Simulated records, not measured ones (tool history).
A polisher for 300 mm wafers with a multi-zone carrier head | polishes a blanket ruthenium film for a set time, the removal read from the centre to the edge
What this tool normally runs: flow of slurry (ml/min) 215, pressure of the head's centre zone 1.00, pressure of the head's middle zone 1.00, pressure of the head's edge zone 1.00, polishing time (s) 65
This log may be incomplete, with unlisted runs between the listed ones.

run,hour,flow of slurry (ml/min),pressure of the head's centre zone,pressure of the head's middle zone,pressure of the head's edge zone,polishing time (s),wafers since the last listed run,wafers polished on this pad,hours since the slurry nozzle was cleaned,hours since the centre zone pressure was calibrated,hours since the edge zone pressure was calibrated,hours since the carrier head's membrane was replaced,"incoming thickness of the incoming film, nm",film removed at the wafer's centre (angstrom),film removed at mid-radius (angstrom),film removed at the wafer's edge (angstrom)
1,0.0,215,1.00,1.00,1.00,65,0,586,297.3,600.5,1162.8,1311.2,235.9,782,705,710
# hour 38.4: worn pad replaced by a new one
2,52.2,215,1.00,1.00,1.00,65,563,161,349.5,652.7,1215.0,1363.4,240.3,796,704,705
3,62.0,215,1.00,1.00,1.00,65,114,276,359.3,662.5,1224.8,1373.2,237.7,797,710,712
4,76.4,215,1.00,1.00,1.00,65,168,444,373.7,676.9,1239.2,1387.6,238.5,794,710,707
5,86.8,185,1.00,1.00,1.00,65,121,565,384.1,687.3,1249.6,1398.0,239.1,765,683,689
# hour 123.2: worn pad replaced by a new one
# hour 126.1: edge zone pressure recalibrated
6,128.6,185,1.00,1.00,1.00,65,418,40,425.9,729.1,2.5,1439.8,238.6,759,692,685
7,135.4,185,1.00,1.00,1.00,65,79,119,432.7,735.9,9.3,1446.6,241.6,774,687,688
8,146.9,215,0.91,1.00,1.00,65,134,253,444.2,747.4,20.8,1458.1,242.6,719,707,714
9,162.6,215,1.00,1.00,1.00,65,183,437,459.9,763.1,36.5,1473.8,239.6,786,705,700
10,172.9,215,1.00,1.00,1.00,65,120,557,470.2,773.4,46.8,1484.1,239.3,781,715,705
11,183.1,185,1.06,1.00,1.12,65,119,676,480.4,783.6,57.0,1494.3,237.6,812,686,725
12,199.0,165,1.00,0.89,1.00,65,185,862,496.3,799.5,72.9,1510.2,242.0,748,619,679
# hour 208.8: slurry nozzle cleaned
# hour 217.7: centre zone pressure recalibrated
# hour 226.5: worn pad replaced by a new one
13,249.7,215,1.00,0.90,1.00,65,510,271,40.9,32.0,123.6,1560.9,236.5,732,651,710
14,267.1,185,1.06,1.00,1.12,65,203,474,58.3,49.4,141.0,1578.3,240.7,735,686,728
# hour 276.6: carrier head's membrane replaced by a new one
15,284.8,215,1.00,1.00,1.00,65,148,623,76.0,67.1,158.7,8.2,239.9,722,704,697

What will run 16 give?
16,298.2,215,1.00,1.00,1.00,65,156,779,89.4,80.5,172.1,21.6,240.5,?,?,?

film removed at the wafer's centre (angstrom): 717
film removed at mid-radius (angstrom): 702
film removed at the wafer's edge (angstrom): 699
Were there no unlogged condition in the tool, this run, its random variation unchanged, would have produced film removed at the wafer's centre (angstrom) 699, film removed at mid-radius (angstrom) 702, film removed at the wafer's edge (angstrom) 699.
